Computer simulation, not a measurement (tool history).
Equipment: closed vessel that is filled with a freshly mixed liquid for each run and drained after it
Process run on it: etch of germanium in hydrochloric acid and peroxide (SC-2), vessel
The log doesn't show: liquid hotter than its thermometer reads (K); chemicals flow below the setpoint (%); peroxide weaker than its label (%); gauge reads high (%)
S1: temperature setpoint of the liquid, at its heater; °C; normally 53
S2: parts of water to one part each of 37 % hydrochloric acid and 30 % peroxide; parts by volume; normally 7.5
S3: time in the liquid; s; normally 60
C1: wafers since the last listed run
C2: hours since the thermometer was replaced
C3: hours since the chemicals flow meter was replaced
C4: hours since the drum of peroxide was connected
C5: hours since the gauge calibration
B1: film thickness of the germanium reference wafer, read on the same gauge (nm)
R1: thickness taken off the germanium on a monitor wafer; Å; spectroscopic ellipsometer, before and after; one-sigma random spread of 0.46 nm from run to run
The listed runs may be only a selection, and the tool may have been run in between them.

Run 1, day 0: usual settings; C1 0; C2 1164.6; C3 532.9; C4 718.6; C5 43.4; B1 140.01. Result: R1 2306 Å.
At day 0.104: chemicals flow meter replaced.
Run 2, day 1.6: usual settings; C1 5337; C2 1203; C3 35.9; C4 757; C5 81.8; B1 140.05. Result: R1 2310.7 Å.
At day 3.933: new drum of peroxide connected.
Run 3, day 6.142: usual settings; C1 15414; C2 1312; C3 144.9; C4 53; C5 190.8; B1 139.99. Result: R1 2327.5 Å.
Run 4, day 7.233: usual settings; C1 3739; C2 1338.2; C3 171.1; C4 79.2; C5 217; B1 140. Result: R1 2325.3 Å.
Run 5, day 8.692: usual settings but S1 49.5 °C; C1 4995; C2 1373.2; C3 206.1; C4 114.2; C5 252; B1 140. Result: R1 2081.4 Å.
Run 6, day 10.333: usual settings but S1 49.5 °C; C1 5623; C2 1412.6; C3 245.5; C4 153.6; C5 291.4; B1 139.97. Result: R1 2087.6 Å.
Run 7, day 13.25: usual settings but S1 55.5 °C; C1 9990; C2 1482.6; C3 315.5; C4 223.6; C5 361.4; B1 139.96. Result: R1 2508.3 Å.
Run 8, day 14.883: usual settings but S1 55.5 °C; C1 5594; C2 1521.8; C3 354.7; C4 262.8; C5 400.6; B1 140.02. Result: R1 2515.4 Å.
Run 9, day 17.825: usual settings but S1 55.5 °C; C1 10076; C2 1592.4; C3 425.3; C4 333.4; C5 471.2; B1 140.05. Result: R1 2511.3 Å.
At day 22.129: thermometer replaced.
At day 23.233: chemicals flow meter replaced.
Run 10, day 24.433: usual settings; C1 22350; C2 55.3; C3 28.8; C4 492; C5 629.8; B1 140.02. Result: R1 2295.4 Å.
Run 11, day 25.862: usual settings; C1 4895; C2 89.6; C3 63.1; C4 526.3; C5 664.1; B1 140.01. Result: R1 2302.8 Å.
Run 12, day 27.338: usual settings; C1 5052; C2 125; C3 98.5; C4 561.7; C5 699.5; B1 140.01. Result: R1 2288.9 Å.
Run 13, day 30.221: usual settings; C1 9876; C2 194.2; C3 167.7; C4 630.9; C5 768.7; B1 140. Result: R1 2293.8 Å.
Run 14, day 32.05: usual settings; C1 6265; C2 238.1; C3 211.6; C4 674.8; C5 812.6; B1 139.97. Result: R1 2295.9 Å.
Run 15, day 34.412: usual settings; C1 8092; C2 294.8; C3 268.3; C4 731.5; C5 869.3; B1 140.01. Result: R1 2284.3 Å.
Run 16, day 37.108: usual settings but S2 6.5 parts by volume; C1 9234; C2 359.5; C3 333; C4 796.2; C5 934; B1 140. Result: R1 2315 Å.
At day 38.233: new drum of peroxide connected.
Run 17, day 39.388: usual settings but S2 5 parts by volume, S3 85 s; C1 7664; C2 414.2; C3 387.7; C4 27.7; C5 988.7; B1 139.98. Result: R1 3342.7 Å.
Run 18, day 41.771: usual settings but S1 56 °C; C1 8163; C2 471.4; C3 444.9; C4 84.9; C5 1045.9; B1 139.97. Result: R1 2535.4 Å.
Run 19, day 44.654: usual settings but S2 9.5 parts by volume; C1 9876; C2 540.6; C3 514.1; C4 154.1; C5 1115.1; B1 140.01. Result: R1 2276.8 Å.
At day 46.329: gauge calibrated.
At day 46.708: chemicals flow meter replaced.
Run 20, day 46.971: usual settings; C1 7792; C2 596.2; C3 6.3; C4 209.7; C5 15.4; B1 139.96. Result: R1 2309.2 Å.
Run 21, day 47.971: usual settings; C1 3425; C2 620.2; C3 30.3; C4 233.7; C5 39.4; B1 139.99. Result: R1 2312.7 Å.
Run 22, day 50.329: usual settings but S3 45 s; C1 8078; C2 676.8; C3 86.9; C4 290.3; C5 96; B1 140.02. Result: R1 1738.7 Å.
Run 23, day 51.938: usual settings but S1 47.5 °C, S2 9 parts by volume, S3 95 s; C1 5509; C2 715.4; C3 125.5; C4 328.9; C5 134.6; B1 139.99. Result: R1 3040 Å.
Run 24, day 54.5: usual settings but S2 6 parts by volume; C1 8777; C2 776.9; C3 187; C4 390.4; C5 196.1; B1 140.02. Result: R1 2345.5 Å.
Run 25, day 56.467: usual settings; C1 6736; C2 824.1; C3 234.2; C4 437.6; C5 243.3; B1 139.96. Result: R1 2310.3 Å.
Run 26, day 58.775: usual settings but S1 62 °C, S2 6 parts by volume, S3 70 s; C1 7906; C2 879.5; C3 289.6; C4 493; C5 298.7; B1 139.98. Result: R1 3586.3 Å.
Run 27, day 59.967: usual settings; C1 4081; C2 908.1; C3 318.2; C4 521.6; C5 327.3; B1 140.03. Result: R1 2306.8 Å.
Run 28, day 61.575: usual settings but S1 56 °C, S2 11.5 parts by volume; C1 5509; C2 946.7; C3 356.8; C4 560.2; C5 365.9; B1 140.02. Result: R1 2427.4 Å.
Run 29, day 63.712: usual settings; C1 7321; C2 998; C3 408.1; C4 611.5; C5 417.2; B1 139.97. Result: R1 2320.8 Å.
Run 30, day 65.804: usual settings but S2 6 parts by volume, S3 45 s; C1 7164; C2 1048.2; C3 458.3; C4 661.7; C5 467.4; B1 140.02. Result: R1 1758.2 Å.
At day 68.042: new drum of peroxide connected.
Run 31, day 68.4: usual settings but S1 49.5 °C, S2 10 parts by volume; C1 8748; C2 1110.5; C3 520.6; C4 8.6; C5 529.7; B1 140. Result: R1 2045 Å.

Give the tool's hidden conditions for every run:
chemicals flow below the setpoint (%): 0 across all the runs
gauge reads high (%): 0 across all the runs
H1: liquid hotter than its thermometer reads (K)
H2: peroxide weaker than its label (%)
run     H1     H2
  1  0.349   7.54
  2  0.359   7.92
  3  0.387   1.53
  4  0.393   1.79
  5  0.402   2.14
  6  0.412   2.53
  7   0.43   3.23
  8  0.439   3.62
  9  0.457   4.33
 10  0.116   5.91
 11  0.125   6.26
 12  0.134   6.61
 13  0.151    7.3
 14  0.162   7.74
 15  0.176   8.31
 16  0.193   8.95
 17  0.207  0.479
 18  0.221   1.05
 19  0.238   1.74
 20  0.252    2.3
 21  0.258   2.54
 22  0.273    3.1
 23  0.282   3.49
 24  0.298    4.1
 25   0.31   4.57
 26  0.324   5.13
 27  0.331   5.41
 28  0.341    5.8
 29  0.354   6.31
 30  0.366   6.81
 31  0.382  0.545

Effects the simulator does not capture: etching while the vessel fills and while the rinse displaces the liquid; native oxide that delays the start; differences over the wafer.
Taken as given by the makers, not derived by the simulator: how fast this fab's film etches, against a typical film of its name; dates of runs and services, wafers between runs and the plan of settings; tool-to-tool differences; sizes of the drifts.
